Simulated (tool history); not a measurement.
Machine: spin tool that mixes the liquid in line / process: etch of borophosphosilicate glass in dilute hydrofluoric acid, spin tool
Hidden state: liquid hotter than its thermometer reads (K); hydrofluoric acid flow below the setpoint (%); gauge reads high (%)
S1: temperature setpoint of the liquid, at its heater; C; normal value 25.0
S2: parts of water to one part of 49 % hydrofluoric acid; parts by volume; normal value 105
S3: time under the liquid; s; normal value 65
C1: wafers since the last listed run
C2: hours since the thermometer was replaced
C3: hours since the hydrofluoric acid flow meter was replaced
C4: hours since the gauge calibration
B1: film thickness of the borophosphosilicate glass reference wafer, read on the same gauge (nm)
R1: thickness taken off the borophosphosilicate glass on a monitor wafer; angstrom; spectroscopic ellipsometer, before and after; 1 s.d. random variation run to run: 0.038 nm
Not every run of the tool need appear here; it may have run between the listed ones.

run 1 hour=0.0 | S1=25.0 S2=105 S3=65 | C1=0 C2=2420.5 C3=2363.1 C4=2.1 | B1=60.00 | R1=161.8
run 2 hour=8.7 | S1=25.0 S2=105 S3=65 | C1=108 C2=2429.2 C3=2371.8 C4=10.8 | B1=59.99 | R1=161.6
run 3 hour=19.3 | S1=25.0 S2=105 S3=65 | C1=132 C2=2439.8 C3=2382.4 C4=21.4 | B1=60.01 | R1=161.5
run 4 hour=27.1 | S1=25.0 S2=105 S3=65 | C1=97 C2=2447.6 C3=2390.2 C4=29.2 | B1=60.03 | R1=161.9
run 5 hour=34.7 | S1=25.0 S2=105 S3=65 | C1=94 C2=2455.2 C3=2397.8 C4=36.8 | B1=59.98 | R1=161.3
run 6 hour=45.6 | S1=28.0 S2=105 S3=65 | C1=136 C2=2466.1 C3=2408.7 C4=47.7 | B1=59.98 | R1=180.6
-- hour=47.8 thermometer replaced
run 7 hour=52.0 | S1=28.0 S2=105 S3=65 | C1=67 C2=4.2 C3=2415.1 C4=54.1 | B1=60.03 | R1=180.0
run 8 hour=60.7 | S1=25.0 S2=105 S3=65 | C1=108 C2=12.9 C3=2423.8 C4=62.8 | B1=59.98 | R1=161.1
-- hour=63.6 hydrofluoric acid flow meter replaced
run 9 hour=70.3 | S1=25.0 S2=105 S3=65 | C1=107 C2=22.5 C3=6.7 C4=72.4 | B1=60.00 | R1=188.4
run 10 hour=85.3 | S1=29.5 S2=80 S3=80 | C1=187 C2=37.5 C3=21.7 C4=87.4 | B1=60.02 | R1=374.4
run 11 hour=101.3 | S1=21.5 S2=105 S3=75 | C1=199 C2=53.5 C3=37.7 C4=103.4 | B1=60.03 | R1=189.2

What will run 12 give?
-- hour=104.1 gauge calibrated
run 12 hour=118.5 | S1=30.0 S2=140 S3=85 | C1=214 C2=70.7 C3=54.9 C4=14.4 | B1=? | R1=?

B1: 60.02
R1: 212.9 angstrom
On a tool with no hidden condition, and with the same random variation, this run would have come out at R1 215.1 angstrom.
